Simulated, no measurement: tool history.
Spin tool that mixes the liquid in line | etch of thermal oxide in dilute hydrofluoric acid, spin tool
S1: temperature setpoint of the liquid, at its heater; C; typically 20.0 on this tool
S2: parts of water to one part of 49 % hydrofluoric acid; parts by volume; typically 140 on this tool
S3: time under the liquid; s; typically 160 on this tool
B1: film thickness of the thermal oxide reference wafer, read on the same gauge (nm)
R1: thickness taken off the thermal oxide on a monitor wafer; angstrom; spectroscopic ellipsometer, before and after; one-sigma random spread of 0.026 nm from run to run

run 1 hour=0.0 | S1=20.0 S2=140 S3=235 | B1=110.007 | R1=59.58
run 2 hour=67.2 | S1=20.0 S2=140 S3=235 | B1=109.995 | R1=59.34
run 3 hour=128.1 | S1=20.0 S2=140 S3=160 | B1=110.019 | R1=40.62
run 4 hour=196.2 | S1=20.0 S2=140 S3=160 | B1=109.998 | R1=40.95
run 5 hour=236.6 | S1=20.0 S2=140 S3=160 | B1=110.018 | R1=40.86
-- hour=272.4 gauge calibrated
run 6 hour=300.5 | S1=20.0 S2=140 S3=160 | B1=109.994 | R1=41.42
run 7 hour=357.6 | S1=20.0 S2=140 S3=160 | B1=110.009 | R1=41.39
run 8 hour=479.4 | S1=20.0 S2=140 S3=160 | B1=110.031 | R1=41.38
run 9 hour=532.6 | S1=20.0 S2=140 S3=160 | B1=109.967 | R1=41.53
run 10 hour=599.3 | S1=24.5 S2=140 S3=160 | B1=110.002 | R1=49.29
run 11 hour=662.9 | S1=20.0 S2=140 S3=160 | B1=109.984 | R1=41.84
run 12 hour=705.9 | S1=17.5 S2=140 S3=160 | B1=109.969 | R1=38.00
run 13 hour=734.7 | S1=20.0 S2=140 S3=160 | B1=110.014 | R1=41.63
run 14 hour=767.0 | S1=20.0 S2=140 S3=220 | B1=110.040 | R1=57.77
-- hour=826.3 thermometer replaced
run 15 hour=826.8 | S1=24.5 S2=140 S3=200 | B1=109.979 | R1=58.10
run 16 hour=895.8 | S1=20.0 S2=185 S3=115 | B1=110.002 | R1=20.71
run 17 hour=959.4 | S1=20.0 S2=140 S3=160 | B1=110.004 | R1=39.52
-- hour=975.0 hydrofluoric acid flow meter replaced
run 18 hour=1015.2 | S1=20.0 S2=140 S3=120 | B1=109.990 | R1=29.95
run 19 hour=1080.2 | S1=20.0 S2=140 S3=160 | B1=109.989 | R1=39.54
run 20 hour=1105.0 | S1=20.0 S2=140 S3=160 | B1=109.977 | R1=39.53
run 21 hour=1136.6 | S1=22.0 S2=180 S3=160 | B1=109.984 | R1=31.79
run 22 hour=1195.3 | S1=18.0 S2=70 S3=70 | B1=110.000 | R1=34.99
run 23 hour=1262.6 | S1=20.0 S2=165 S3=235 | B1=109.999 | R1=48.09
run 24 hour=1293.6 | S1=21.5 S2=95 S3=85 | B1=110.001 | R1=35.05
run 25 hour=1332.7 | S1=17.0 S2=115 S3=245 | B1=109.992 | R1=67.66
run 26 hour=1394.7 | S1=17.0 S2=140 S3=240 | B1=110.000 | R1=54.26
run 27 hour=1420.1 | S1=20.0 S2=140 S3=90 | B1=109.993 | R1=22.61
run 28 hour=1490.0 | S1=17.5 S2=185 S3=250 | B1=110.030 | R1=41.69
run 29 hour=1525.7 | S1=21.5 S2=95 S3=85 | B1=109.994 | R1=35.71
run 30 hour=1586.4 | S1=20.0 S2=140 S3=255 | B1=110.005 | R1=65.29
run 31 hour=1638.3 | S1=20.0 S2=140 S3=160 | B1=109.984 | R1=40.36
run 32 hour=1706.3 | S1=20.0 S2=140 S3=160 | B1=110.004 | R1=41.17
run 33 hour=1746.4 | S1=20.0 S2=140 S3=160 | B1=110.000 | R1=40.57

Each row is a separate what-if for the run after 33, all from the same tool condition, not one after another. Results?
run A hour=1746.9 | S1=20.0 S2=140 S3=160 | B1=? | R1=?
run B hour=1746.9 | S1=22.0 S2=140 S3=160 | B1=? | R1=?
run C hour=1746.9 | S1=17.0 S2=95 S3=160 | B1=? | R1=?
run D hour=1746.9 | S1=22.0 S2=110 S3=160 | B1=? | R1=?
run E hour=1746.9 | S1=25.0 S2=185 S3=130 | B1=? | R1=?

run=A B1=109.956 R1=40.94
run=B B1=109.956 R1=44.28
run=C B1=109.956 R1=56.03
run=D B1=109.956 R1=58.35
run=E B1=109.956 R1=28.97
Had the tool no hidden state, the same runs would have come out as:
run=A R1=39.29
run=B R1=42.54
run=C R1=53.65
run=D R1=56.00
run=E R1=27.89
